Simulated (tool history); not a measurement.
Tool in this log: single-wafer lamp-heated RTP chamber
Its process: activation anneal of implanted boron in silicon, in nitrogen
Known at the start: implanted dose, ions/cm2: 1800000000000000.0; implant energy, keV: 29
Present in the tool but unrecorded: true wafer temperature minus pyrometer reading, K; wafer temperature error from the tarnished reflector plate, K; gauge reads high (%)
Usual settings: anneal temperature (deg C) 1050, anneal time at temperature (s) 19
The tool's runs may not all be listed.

run	hour	anneal temperature (deg C)	anneal time at temperature (s)	wafers since the last listed run	wafers since the last pyrometer calibration	wafers since the reflector plate was cleaned	hours since the gauge calibration	read-back reference wafer on the same gauge, sheet resistance	sheet resistance of the implanted and annealed layer (ohm/square)
1	0.0	1050	19	0	2719	7711	284.2	62.13	65.35
# hour 50.5: reflector plate cleaned
2	68.3	1050	19	977	3696	288	352.5	62.10	65.17
3	141.2	1050	19	1181	4878	1470	425.4	62.07	65.04
4	205.5	1050	19	1042	5920	2512	489.7	62.10	64.72
5	293.6	1050	19	1428	7348	3940	577.8	62.09	65.17
# hour 323.9: pyrometer window cleaned and pyrometer calibrated
6	369.6	1050	19	1102	740	5042	653.8	62.11	65.71
7	473.3	1050	19	1680	2421	6723	757.5	62.07	65.00
8	572.7	1050	19	1611	4032	8334	856.9	62.10	65.15
# hour 645.0: reflector plate cleaned
9	674.4	1050	19	1518	5551	476	958.6	62.11	65.01
10	716.6	1050	19	684	6235	1160	1000.8	62.05	64.88
# hour 772.6: pyrometer window cleaned and pyrometer calibrated
11	814.2	1041	14	1452	673	2612	1098.4	62.10	66.83
12	885.1	1050	24	1149	1823	3762	1169.3	62.09	64.93
13	927.6	1066	23	688	2511	4451	1211.8	62.10	64.07
# hour 942.2: gauge calibrated
14	1063.5	1032	19	2202	4714	6653	121.3	62.09	66.58
15	1138.5	1050	19	1215	5930	7869	196.3	62.11	65.08
# hour 1183.6: reflector plate cleaned
# hour 1192.8: pyrometer window cleaned and pyrometer calibrated
16	1245.1	1032	10	1468	847	867	302.9	62.09	68.30
17	1281.3	1050	19	586	1433	1454	339.1	62.09	65.23
18	1381.4	1033	19	1622	3056	3077	439.2	62.10	66.63
19	1454.2	1050	26	1180	4236	4257	512.0	62.10	64.55
20	1547.2	1076	23	1507	5743	5764	605.0	62.12	63.55

Consider 5 possible next runs. They are alternatives, not a sequence: every one starts from the tool as it was left by run 20. What does each give?
A	1547.6	1080	19	6	5750	5771	605.4	?	?
B	1547.6	1042	9	6	5750	5771	605.4	?	?
C	1547.6	1023	27	6	5750	5771	605.4	?	?
D	1547.6	1022	30	6	5750	5771	605.4	?	?
E	1547.6	1076	10	6	5750	5771	605.4	?	?

run	read-back reference wafer on the same gauge, sheet resistance	sheet resistance of the implanted and annealed layer (ohm/square)
A	62.10	63.98
B	62.10	66.83
C	62.10	66.83
D	62.10	66.75
E	62.10	64.86
With no hidden state in the tool, these same runs would have given:
run	sheet resistance of the implanted and annealed layer (ohm/square)
A	64.34
B	68.17
C	68.58
D	68.50
E	65.40
